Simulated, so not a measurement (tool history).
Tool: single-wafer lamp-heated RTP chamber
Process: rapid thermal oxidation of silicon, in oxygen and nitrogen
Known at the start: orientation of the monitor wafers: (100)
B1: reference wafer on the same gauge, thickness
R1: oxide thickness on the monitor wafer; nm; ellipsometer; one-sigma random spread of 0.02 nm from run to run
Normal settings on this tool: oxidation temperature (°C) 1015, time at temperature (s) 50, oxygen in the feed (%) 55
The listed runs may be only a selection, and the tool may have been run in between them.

{"run": 1, "hour": 0.0, "oxidation temperature (°C)": 1015, "time at temperature (s)": 50, "oxygen in the feed (%)": 55, "B1": 5.768, "R1": 4.962}
{"run": 2, "hour": 41.3, "oxidation temperature (°C)": 1015, "time at temperature (s)": 59, "oxygen in the feed (%)": 55, "B1": 5.768, "R1": 5.344}
{"run": 3, "hour": 196.4, "oxidation temperature (°C)": 1015, "time at temperature (s)": 67, "oxygen in the feed (%)": 55, "B1": 5.773, "R1": 5.732}
{"run": 4, "hour": 222.1, "oxidation temperature (°C)": 1015, "time at temperature (s)": 50, "oxygen in the feed (%)": 55, "B1": 5.772, "R1": 5.052}
{"hour": 248.5, "done": "pyrometer window cleaned and pyrometer calibrated"}
{"run": 5, "hour": 253.0, "oxidation temperature (°C)": 1015, "time at temperature (s)": 35, "oxygen in the feed (%)": 55, "B1": 5.767, "R1": 4.259}
{"run": 6, "hour": 308.7, "oxidation temperature (°C)": 1015, "time at temperature (s)": 35, "oxygen in the feed (%)": 55, "B1": 5.769, "R1": 4.245}
{"run": 7, "hour": 337.3, "oxidation temperature (°C)": 1015, "time at temperature (s)": 50, "oxygen in the feed (%)": 49, "B1": 5.77, "R1": 4.774}
{"run": 8, "hour": 390.0, "oxidation temperature (°C)": 1015, "time at temperature (s)": 50, "oxygen in the feed (%)": 55, "B1": 5.77, "R1": 4.958}
{"run": 9, "hour": 453.1, "oxidation temperature (°C)": 1015, "time at temperature (s)": 50, "oxygen in the feed (%)": 55, "B1": 5.771, "R1": 4.938}
{"run": 10, "hour": 504.7, "oxidation temperature (°C)": 1015, "time at temperature (s)": 50, "oxygen in the feed (%)": 55, "B1": 5.774, "R1": 5.035}
{"hour": 557.8, "done": "pyrometer window cleaned and pyrometer calibrated"}
{"run": 11, "hour": 576.1, "oxidation temperature (°C)": 1015, "time at temperature (s)": 50, "oxygen in the feed (%)": 55, "B1": 5.772, "R1": 4.948}
{"hour": 608.5, "done": "oxygen flow controller replaced"}
{"run": 12, "hour": 621.3, "oxidation temperature (°C)": 1000, "time at temperature (s)": 50, "oxygen in the feed (%)": 55, "B1": 5.768, "R1": 4.455}
{"run": 13, "hour": 645.6, "oxidation temperature (°C)": 1000, "time at temperature (s)": 50, "oxygen in the feed (%)": 55, "B1": 5.772, "R1": 4.464}
{"run": 14, "hour": 704.7, "oxidation temperature (°C)": 997, "time at temperature (s)": 42, "oxygen in the feed (%)": 55, "B1": 5.772, "R1": 4.104}
{"run": 15, "hour": 744.6, "oxidation temperature (°C)": 1015, "time at temperature (s)": 31, "oxygen in the feed (%)": 73, "B1": 5.773, "R1": 4.471}
{"run": 16, "hour": 776.4, "oxidation temperature (°C)": 1000, "time at temperature (s)": 65, "oxygen in the feed (%)": 55, "B1": 5.765, "R1": 5.014}
{"hour": 804.0, "done": "gauge calibrated"}
{"run": 17, "hour": 816.3, "oxidation temperature (°C)": 1015, "time at temperature (s)": 50, "oxygen in the feed (%)": 55, "B1": 5.767, "R1": 5.005}
{"run": 18, "hour": 871.7, "oxidation temperature (°C)": 1044, "time at temperature (s)": 50, "oxygen in the feed (%)": 55, "B1": 5.77, "R1": 6.191}
{"hour": 897.6, "done": "pyrometer window cleaned and pyrometer calibrated"}
{"run": 19, "hour": 941.3, "oxidation temperature (°C)": 1015, "time at temperature (s)": 61, "oxygen in the feed (%)": 29, "B1": 5.77, "R1": 4.374}
{"run": 20, "hour": 971.3, "oxidation temperature (°C)": 1015, "time at temperature (s)": 50, "oxygen in the feed (%)": 55, "B1": 5.776, "R1": 4.93}
{"run": 21, "hour": 1078.5, "oxidation temperature (°C)": 1033, "time at temperature (s)": 56, "oxygen in the feed (%)": 63, "B1": 5.766, "R1": 6.186}
{"run": 22, "hour": 1110.9, "oxidation temperature (°C)": 1024, "time at temperature (s)": 50, "oxygen in the feed (%)": 28, "B1": 5.771, "R1": 4.261}
{"hour": 1165.4, "done": "pyrometer window cleaned and pyrometer calibrated"}
{"run": 23, "hour": 1182.5, "oxidation temperature (°C)": 1015, "time at temperature (s)": 61, "oxygen in the feed (%)": 29, "B1": 5.771, "R1": 4.351}
{"run": 24, "hour": 1253.3, "oxidation temperature (°C)": 1015, "time at temperature (s)": 41, "oxygen in the feed (%)": 55, "B1": 5.777, "R1": 4.557}

The next listed run, before its measurement:
{"run": 25, "hour": 1287.0, "oxidation temperature (°C)": 1015, "time at temperature (s)": 50, "oxygen in the feed (%)": 55, "B1": "?", "R1": "?"}

For run 25 the tool returned B1 5.772, R1 4.975 nm.
With the hidden condition absent and the run-to-run variation left alone, this run would have shown R1 4.955 nm.

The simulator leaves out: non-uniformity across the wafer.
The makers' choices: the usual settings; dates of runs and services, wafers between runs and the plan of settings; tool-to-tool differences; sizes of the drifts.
